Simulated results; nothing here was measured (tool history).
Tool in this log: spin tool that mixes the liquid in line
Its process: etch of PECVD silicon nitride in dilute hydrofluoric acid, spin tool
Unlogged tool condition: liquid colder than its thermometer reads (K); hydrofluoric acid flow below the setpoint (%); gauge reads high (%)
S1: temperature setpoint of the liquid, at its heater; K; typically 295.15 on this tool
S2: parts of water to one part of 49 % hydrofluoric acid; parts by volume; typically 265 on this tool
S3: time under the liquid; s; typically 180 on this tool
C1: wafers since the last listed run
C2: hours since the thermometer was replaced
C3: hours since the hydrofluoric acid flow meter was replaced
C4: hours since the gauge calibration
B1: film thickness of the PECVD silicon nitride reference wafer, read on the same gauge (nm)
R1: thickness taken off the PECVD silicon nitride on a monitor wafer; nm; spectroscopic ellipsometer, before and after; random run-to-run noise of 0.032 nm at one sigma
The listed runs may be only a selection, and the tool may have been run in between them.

Run 1, hour 0.0: usual settings but S2 190 parts by volume; C1 0; C2 1033.5; C3 365.9; C4 27.2; B1 130.033. Result: R1 4.305 nm.
Run 2, hour 8.4: usual settings but S2 190 parts by volume; C1 46; C2 1041.9; C3 374.3; C4 35.6; B1 130.006. Result: R1 4.341 nm.
Run 3, hour 24.4: usual settings but S2 190 parts by volume; C1 87; C2 1057.9; C3 390.3; C4 51.6; B1 130.016. Result: R1 4.366 nm.
Run 4, hour 30.6: usual settings; C1 34; C2 1064.1; C3 396.5; C4 57.8; B1 129.996. Result: R1 3.126 nm.
Run 5, hour 37.4: usual settings but S1 298.15 K; C1 37; C2 1070.9; C3 403.3; C4 64.6; B1 130.014. Result: R1 3.704 nm.
Run 6, hour 49.8: usual settings; C1 68; C2 1083.3; C3 415.7; C4 77.0; B1 130.008. Result: R1 3.109 nm.
Run 7, hour 65.9: usual settings; C1 88; C2 1099.4; C3 431.8; C4 93.1; B1 130.010. Result: R1 3.085 nm.
Run 8, hour 79.1: usual settings; C1 72; C2 1112.6; C3 445.0; C4 106.3; B1 129.993. Result: R1 3.069 nm.
At hour 81.8: gauge calibrated.
At hour 86.3: hydrofluoric acid flow meter replaced.
Run 9, hour 86.7: usual settings but S3 270 s; C1 36; C2 1120.2; C3 0.4; C4 4.9; B1 130.022. Result: R1 5.113 nm.
Run 10, hour 93.5: usual settings but S2 205 parts by volume, S3 120 s; C1 37; C2 1127.0; C3 7.2; C4 11.7; B1 129.971. Result: R1 2.934 nm.
Run 11, hour 104.8: usual settings but S1 298.65 K, S2 170 parts by volume, S3 215 s; C1 62; C2 1138.3; C3 18.5; C4 23.0; B1 129.998. Result: R1 7.916 nm.
Run 12, hour 118.6: usual settings but S1 297.65 K, S2 215 parts by volume, S3 95 s; C1 75; C2 1152.1; C3 32.3; C4 36.8; B1 130.009. Result: R1 2.576 nm.
Run 13, hour 131.5: usual settings; C1 70; C2 1165.0; C3 45.2; C4 49.7; B1 130.038. Result: R1 3.396 nm.
Run 14, hour 147.7: usual settings but S2 175 parts by volume; C1 88; C2 1181.2; C3 61.4; C4 65.9; B1 129.980. Result: R1 5.049 nm.
At hour 150.6: thermometer replaced.
Run 15, hour 165.1: usual settings; C1 90; C2 14.5; C3 78.8; C4 83.3; B1 130.043. Result: R1 3.395 nm.
Run 16, hour 171.6: usual settings; C1 35; C2 21.0; C3 85.3; C4 89.8; B1 129.973. Result: R1 3.381 nm.
Run 17, hour 182.4: usual settings but S1 299.15 K, S2 380 parts by volume, S3 225 s; C1 59; C2 31.8; C3 96.1; C4 100.6; B1 130.001. Result: R1 3.696 nm.
Run 18, hour 198.2: usual settings but S2 325 parts by volume; C1 86; C2 47.6; C3 111.9; C4 116.4; B1 130.009. Result: R1 2.707 nm.

Alternative continuations, all from the tool just after run 18; predict every row:
Run A, hour 198.7: usual settings; C1 2; C2 48.1; C3 112.4; C4 116.9; B1 ?. Result: R1 ?.
Run B, hour 198.7: usual settings but S1 293.15 K, S3 140 s; C1 2; C2 48.1; C3 112.4; C4 116.9; B1 ?. Result: R1 ?.
Run C, hour 198.7: usual settings but S1 293.15 K; C1 2; C2 48.1; C3 112.4; C4 116.9; B1 ?. Result: R1 ?.
Run D, hour 198.7: usual settings but S1 291.15 K, S2 155 parts by volume, S3 285 s; C1 2; C2 48.1; C3 112.4; C4 116.9; B1 ?. Result: R1 ?.

run       B1     R1
  A  130.005  3.272
  B  130.005  2.242
  C  130.005  2.882
  D  130.005  6.716
Take away the tool's hidden state, keep each run's random variation, and the runs would have read:
run     R1
  A  3.374
  B  2.311
  C  2.971
  D  6.921

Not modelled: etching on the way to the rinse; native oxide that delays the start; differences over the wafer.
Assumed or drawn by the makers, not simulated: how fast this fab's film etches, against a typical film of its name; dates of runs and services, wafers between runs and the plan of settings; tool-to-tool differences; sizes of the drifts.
